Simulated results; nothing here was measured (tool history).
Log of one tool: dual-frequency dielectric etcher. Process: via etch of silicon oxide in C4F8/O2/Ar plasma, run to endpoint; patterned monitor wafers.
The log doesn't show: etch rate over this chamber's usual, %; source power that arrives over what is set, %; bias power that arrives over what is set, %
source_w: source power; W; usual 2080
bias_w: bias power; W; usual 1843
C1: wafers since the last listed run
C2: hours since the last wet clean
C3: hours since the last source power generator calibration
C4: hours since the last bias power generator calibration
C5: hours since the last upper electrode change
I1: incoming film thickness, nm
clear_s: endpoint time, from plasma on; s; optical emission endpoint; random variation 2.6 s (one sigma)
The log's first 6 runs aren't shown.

run 7 day=2.904 | source_w=2080 bias_w=1843 | C1=48 C2=570.7 C3=1467.1 C4=3978.8 C5=6714.8 | I1=1850.4 | clear_s=380.3
run 8 day=3.358 | source_w=2080 bias_w=1843 | C1=46 C2=581.6 C3=1478 C4=3989.7 C5=6725.7 | I1=1822.9 | clear_s=377.2
-- day=4.567 wet clean of the chamber
run 9 day=4.588 | source_w=2080 bias_w=1843 | C1=23 C2=0.5 C3=1507.5 C4=4019.2 C5=6755.2 | I1=1837.4 | clear_s=378.9
run 10 day=4.604 | source_w=2080 bias_w=2010 | C1=1 C2=0.9 C3=1507.9 C4=4019.6 C5=6755.6 | I1=1839.5 | clear_s=368.6
run 11 day=4.921 | source_w=2080 bias_w=2010 | C1=32 C2=8.5 C3=1515.5 C4=4027.2 C5=6763.2 | I1=1846.5 | clear_s=366.2
run 12 day=5.467 | source_w=2080 bias_w=2010 | C1=55 C2=21.6 C3=1528.6 C4=4040.3 C5=6776.3 | I1=1846.7 | clear_s=365.3
run 13 day=5.917 | source_w=2080 bias_w=1843 | C1=45 C2=32.4 C3=1539.4 C4=4051.1 C5=6787.1 | I1=1828.3 | clear_s=371.2
-- day=7.008 upper electrode replaced
run 14 day=7.029 | source_w=2440 bias_w=1843 | C1=11 C2=59.1 C3=1566.1 C4=4077.8 C5=0.5 | I1=1843.5 | clear_s=354.3
run 15 day=7.046 | source_w=2440 bias_w=1843 | C1=1 C2=59.5 C3=1566.5 C4=4078.2 C5=0.9 | I1=1816 | clear_s=348.5
run 16 day=7.683 | source_w=1690 bias_w=1843 | C1=65 C2=74.8 C3=1581.8 C4=4093.5 C5=16.2 | I1=1843.2 | clear_s=410.6
run 17 day=8.325 | source_w=2080 bias_w=1843 | C1=65 C2=90.2 C3=1597.2 C4=4108.9 C5=31.6 | I1=1835.5 | clear_s=375.9
-- day=9.1 source power generator calibrated
run 18 day=9.121 | source_w=2380 bias_w=2019 | C1=64 C2=109.3 C3=0.5 C4=4128 C5=50.7 | I1=1812.5 | clear_s=339.9
run 19 day=9.308 | source_w=2080 bias_w=1843 | C1=19 C2=113.8 C3=5 C4=4132.5 C5=55.2 | I1=1830 | clear_s=377.7
run 20 day=9.958 | source_w=2240 bias_w=2223 | C1=66 C2=129.4 C3=20.6 C4=4148.1 C5=70.8 | I1=1828.2 | clear_s=345.8
run 21 day=10.212 | source_w=1780 bias_w=2071 | C1=25 C2=135.5 C3=26.7 C4=4154.2 C5=76.9 | I1=1812.1 | clear_s=384.2
-- day=10.821 bias power generator calibrated
run 22 day=10.842 | source_w=1580 bias_w=1843 | C1=47 C2=150.6 C3=41.8 C4=0.5 C5=92 | I1=1845.7 | clear_s=417.3
run 23 day=11.246 | source_w=2590 bias_w=2204 | C1=41 C2=160.3 C3=51.5 C4=10.2 C5=101.7 | I1=1842.7 | clear_s=331.1
run 24 day=11.9 | source_w=2080 bias_w=1843 | C1=66 C2=176 C3=67.2 C4=25.9 C5=117.4 | I1=1870.3 | clear_s=388.3
run 25 day=12.388 | source_w=2240 bias_w=1565 | C1=49 C2=187.7 C3=78.9 C4=37.6 C5=129.1 | I1=1822.2 | clear_s=380.2
run 26 day=13.042 | source_w=1910 bias_w=2133 | C1=66 C2=203.4 C3=94.6 C4=53.3 C5=144.8 | I1=1852.4 | clear_s=376.6
run 27 day=13.304 | source_w=2400 bias_w=1712 | C1=26 C2=209.7 C3=100.9 C4=59.6 C5=151.1 | I1=1835.1 | clear_s=362.4
run 28 day=13.617 | source_w=2080 bias_w=2025 | C1=31 C2=217.2 C3=108.4 C4=67.1 C5=158.6 | I1=1820.2 | clear_s=363.1
run 29 day=13.946 | source_w=2080 bias_w=1843 | C1=33 C2=225.1 C3=116.3 C4=75 C5=166.5 | I1=1827.3 | clear_s=374.7
run 30 day=14.579 | source_w=2080 bias_w=2254 | C1=64 C2=240.3 C3=131.5 C4=90.2 C5=181.7 | I1=1823.6 | clear_s=350.6
run 31 day=14.862 | source_w=1610 bias_w=1843 | C1=28 C2=247.1 C3=138.3 C4=97 C5=188.5 | I1=1835 | clear_s=417.7

4 ways to go on from here, each from the tool as it stands after run 31. What would each give?
run A day=14.883 | source_w=2080 bias_w=1973 | C1=2 C2=247.6 C3=138.8 C4=97.5 C5=189 | I1=1834.5 | clear_s=?
run B day=14.883 | source_w=1830 bias_w=1843 | C1=2 C2=247.6 C3=138.8 C4=97.5 C5=189 | I1=1834.5 | clear_s=?
run C day=14.883 | source_w=1690 bias_w=2158 | C1=2 C2=247.6 C3=138.8 C4=97.5 C5=189 | I1=1834.5 | clear_s=?
run D day=14.883 | source_w=2440 bias_w=1980 | C1=2 C2=247.6 C3=138.8 C4=97.5 C5=189 | I1=1834.5 | clear_s=?

run=A clear_s=370.1
run=B clear_s=396.3
run=C clear_s=390.8
run=D clear_s=347.5
Without the tool's hidden state the same runs would have given:
run=A clear_s=370.1
run=B clear_s=396.3
run=C clear_s=390.8
run=D clear_s=347.5

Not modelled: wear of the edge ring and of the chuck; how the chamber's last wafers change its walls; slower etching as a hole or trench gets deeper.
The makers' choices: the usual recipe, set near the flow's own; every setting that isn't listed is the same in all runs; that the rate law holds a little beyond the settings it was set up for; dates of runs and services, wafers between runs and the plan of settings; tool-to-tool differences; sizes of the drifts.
